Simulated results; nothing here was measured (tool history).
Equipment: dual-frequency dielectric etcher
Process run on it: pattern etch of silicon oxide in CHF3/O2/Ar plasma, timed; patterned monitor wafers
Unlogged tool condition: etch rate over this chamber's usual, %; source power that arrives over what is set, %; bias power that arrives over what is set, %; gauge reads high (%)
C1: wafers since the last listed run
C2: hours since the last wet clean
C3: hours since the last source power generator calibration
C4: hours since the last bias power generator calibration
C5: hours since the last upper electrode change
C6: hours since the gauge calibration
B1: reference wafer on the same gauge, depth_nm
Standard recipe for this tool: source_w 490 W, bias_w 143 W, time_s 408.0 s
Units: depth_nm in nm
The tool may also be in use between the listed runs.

{"run": 1, "day": 0.0, "source_w": 490, "bias_w": 143, "time_s": 408.0, "C1": 0, "C2": 394.9, "C3": 3156.7, "C4": 3632.6, "C5": 3158.2, "C6": 162.9, "B1": 770.7, "depth_nm": 663.2}
{"run": 2, "day": 0.896, "source_w": 490, "bias_w": 143, "time_s": 408.0, "C1": 62, "C2": 416.4, "C3": 3178.2, "C4": 3654.1, "C5": 3179.7, "C6": 184.4, "B1": 770.1, "depth_nm": 662.1}
{"run": 3, "day": 2.042, "source_w": 490, "bias_w": 143, "time_s": 408.0, "C1": 79, "C2": 443.9, "C3": 3205.7, "C4": 3681.6, "C5": 3207.2, "C6": 211.9, "B1": 770.2, "depth_nm": 665.7}
{"day": 3.138, "done": "wet clean of the chamber"}
{"run": 4, "day": 3.158, "source_w": 490, "bias_w": 143, "time_s": 408.0, "C1": 8, "C2": 0.5, "C3": 3232.5, "C4": 3708.4, "C5": 3234.0, "C6": 238.7, "B1": 771.0, "depth_nm": 664.0}
{"run": 5, "day": 4.412, "source_w": 490, "bias_w": 143, "time_s": 408.0, "C1": 86, "C2": 30.6, "C3": 3262.6, "C4": 3738.5, "C5": 3264.1, "C6": 268.8, "B1": 771.2, "depth_nm": 665.6}
{"run": 6, "day": 5.479, "source_w": 490, "bias_w": 123, "time_s": 367.0, "C1": 73, "C2": 56.2, "C3": 3288.2, "C4": 3764.1, "C5": 3289.7, "C6": 294.4, "B1": 770.9, "depth_nm": 576.1}
{"run": 7, "day": 6.925, "source_w": 490, "bias_w": 143, "time_s": 408.0, "C1": 100, "C2": 90.9, "C3": 3322.9, "C4": 3798.8, "C5": 3324.4, "C6": 329.1, "B1": 772.1, "depth_nm": 668.4}
{"run": 8, "day": 7.617, "source_w": 490, "bias_w": 143, "time_s": 408.0, "C1": 47, "C2": 107.5, "C3": 3339.5, "C4": 3815.4, "C5": 3341.0, "C6": 345.7, "B1": 771.8, "depth_nm": 668.0}
{"run": 9, "day": 8.812, "source_w": 490, "bias_w": 111, "time_s": 483.5, "C1": 82, "C2": 136.2, "C3": 3368.2, "C4": 3844.1, "C5": 3369.7, "C6": 374.4, "B1": 771.7, "depth_nm": 744.4}
{"run": 10, "day": 10.021, "source_w": 570, "bias_w": 178, "time_s": 509.0, "C1": 83, "C2": 165.2, "C3": 3397.2, "C4": 3873.1, "C5": 3398.7, "C6": 403.4, "B1": 772.4, "depth_nm": 948.9}
{"day": 11.0, "done": "bias power generator calibrated"}
{"day": 11.029, "done": "source power generator calibrated"}
{"day": 11.396, "done": "upper electrode replaced"}
{"run": 11, "day": 11.417, "source_w": 490, "bias_w": 156, "time_s": 288.5, "C1": 57, "C2": 198.7, "C3": 9.3, "C4": 10.0, "C5": 0.5, "C6": 436.9, "B1": 772.9, "depth_nm": 482.0}
{"run": 12, "day": 11.512, "source_w": 490, "bias_w": 143, "time_s": 408.0, "C1": 6, "C2": 201.0, "C3": 11.6, "C4": 12.3, "C5": 2.8, "C6": 439.2, "B1": 772.3, "depth_nm": 664.9}
{"run": 13, "day": 15.729, "source_w": 600, "bias_w": 143, "time_s": 408.0, "C1": 292, "C2": 302.2, "C3": 112.8, "C4": 113.5, "C5": 104.0, "C6": 540.4, "B1": 773.0, "depth_nm": 738.3}
{"run": 14, "day": 17.046, "source_w": 420, "bias_w": 108, "time_s": 408.0, "C1": 91, "C2": 333.8, "C3": 144.4, "C4": 145.1, "C5": 135.6, "C6": 572.0, "B1": 774.0, "depth_nm": 575.1}
{"run": 15, "day": 18.071, "source_w": 490, "bias_w": 143, "time_s": 373.0, "C1": 71, "C2": 358.4, "C3": 169.0, "C4": 169.7, "C5": 160.2, "C6": 596.6, "B1": 773.3, "depth_nm": 609.4}
{"run": 16, "day": 18.971, "source_w": 570, "bias_w": 154, "time_s": 334.0, "C1": 62, "C2": 380.0, "C3": 190.6, "C4": 191.3, "C5": 181.8, "C6": 618.2, "B1": 773.1, "depth_nm": 601.0}
{"day": 20.588, "done": "gauge calibrated"}
{"day": 20.829, "done": "wet clean of the chamber"}
{"run": 17, "day": 20.85, "source_w": 530, "bias_w": 143, "time_s": 308.0, "C1": 60, "C2": 0.5, "C3": 235.7, "C4": 236.4, "C5": 226.9, "C6": 6.3, "B1": 765.3, "depth_nm": 517.6}
{"run": 18, "day": 21.083, "source_w": 490, "bias_w": 143, "time_s": 408.0, "C1": 16, "C2": 6.1, "C3": 241.3, "C4": 242.0, "C5": 232.5, "C6": 11.9, "B1": 766.2, "depth_nm": 661.2}
{"run": 19, "day": 22.35, "source_w": 490, "bias_w": 143, "time_s": 408.0, "C1": 87, "C2": 36.5, "C3": 271.7, "C4": 272.4, "C5": 262.9, "C6": 42.3, "B1": 766.3, "depth_nm": 661.4}
{"run": 20, "day": 23.375, "source_w": 520, "bias_w": 160, "time_s": 352.0, "C1": 71, "C2": 61.1, "C3": 296.3, "C4": 297.0, "C5": 287.5, "C6": 66.9, "B1": 767.0, "depth_nm": 607.5}
{"run": 21, "day": 24.433, "source_w": 550, "bias_w": 143, "time_s": 463.0, "C1": 73, "C2": 86.5, "C3": 321.7, "C4": 322.4, "C5": 312.9, "C6": 92.3, "B1": 766.9, "depth_nm": 794.9}
{"run": 22, "day": 25.662, "source_w": 610, "bias_w": 143, "time_s": 286.5, "C1": 85, "C2": 116.0, "C3": 351.2, "C4": 351.9, "C5": 342.4, "C6": 121.8, "B1": 768.0, "depth_nm": 517.9}
{"run": 23, "day": 26.808, "source_w": 530, "bias_w": 117, "time_s": 304.0, "C1": 79, "C2": 143.5, "C3": 378.7, "C4": 379.4, "C5": 369.9, "C6": 149.3, "B1": 768.5, "depth_nm": 489.4}
{"run": 24, "day": 28.308, "source_w": 490, "bias_w": 143, "time_s": 408.0, "C1": 103, "C2": 179.5, "C3": 414.7, "C4": 415.4, "C5": 405.9, "C6": 185.3, "B1": 768.7, "depth_nm": 667.4}
{"run": 25, "day": 29.512, "source_w": 490, "bias_w": 143, "time_s": 350.5, "C1": 83, "C2": 208.4, "C3": 443.6, "C4": 444.3, "C5": 434.8, "C6": 214.2, "B1": 768.9, "depth_nm": 570.5}
{"run": 26, "day": 30.029, "source_w": 550, "bias_w": 129, "time_s": 453.5, "C1": 35, "C2": 220.8, "C3": 456.0, "C4": 456.7, "C5": 447.2, "C6": 226.6, "B1": 769.6, "depth_nm": 756.9}
{"run": 27, "day": 31.371, "source_w": 490, "bias_w": 143, "time_s": 408.0, "C1": 92, "C2": 253.0, "C3": 488.2, "C4": 488.9, "C5": 479.4, "C6": 258.8, "B1": 770.0, "depth_nm": 664.5}
{"run": 28, "day": 32.496, "source_w": 530, "bias_w": 143, "time_s": 308.0, "C1": 77, "C2": 280.0, "C3": 515.2, "C4": 515.9, "C5": 506.4, "C6": 285.8, "B1": 770.5, "depth_nm": 520.7}
{"run": 29, "day": 33.267, "source_w": 490, "bias_w": 143, "time_s": 408.0, "C1": 53, "C2": 298.5, "C3": 533.7, "C4": 534.4, "C5": 524.9, "C6": 304.3, "B1": 770.7, "depth_nm": 664.9}

Entry by entry between the runs, the difference in hidden state between the last listed run before and the first listed run after:
Run 3 -> run 4: wet clean of the chamber (day 3.138)
  gauge reads high (%): 0.743 -> 0.786
  what was measured, less what the result would be without the hidden state, depth_nm: +4.9 -> +5.2 nm
Run 10 -> run 11: bias power generator calibrated (day 11.000); source power generator calibrated (day 11.029); upper electrode replaced (day 11.396)
  gauge reads high (%): 0.97 -> 0.994
  what was measured, less what the result would be without the hidden state, depth_nm: +9.2 -> +4.8 nm
Run 16 -> run 17: gauge calibrated (day 20.588); wet clean of the chamber (day 20.829)
  gauge reads high (%): 1.08 -> 0.0397
  what was measured, less what the result would be without the hidden state, depth_nm: +6.5 -> +0.2 nm
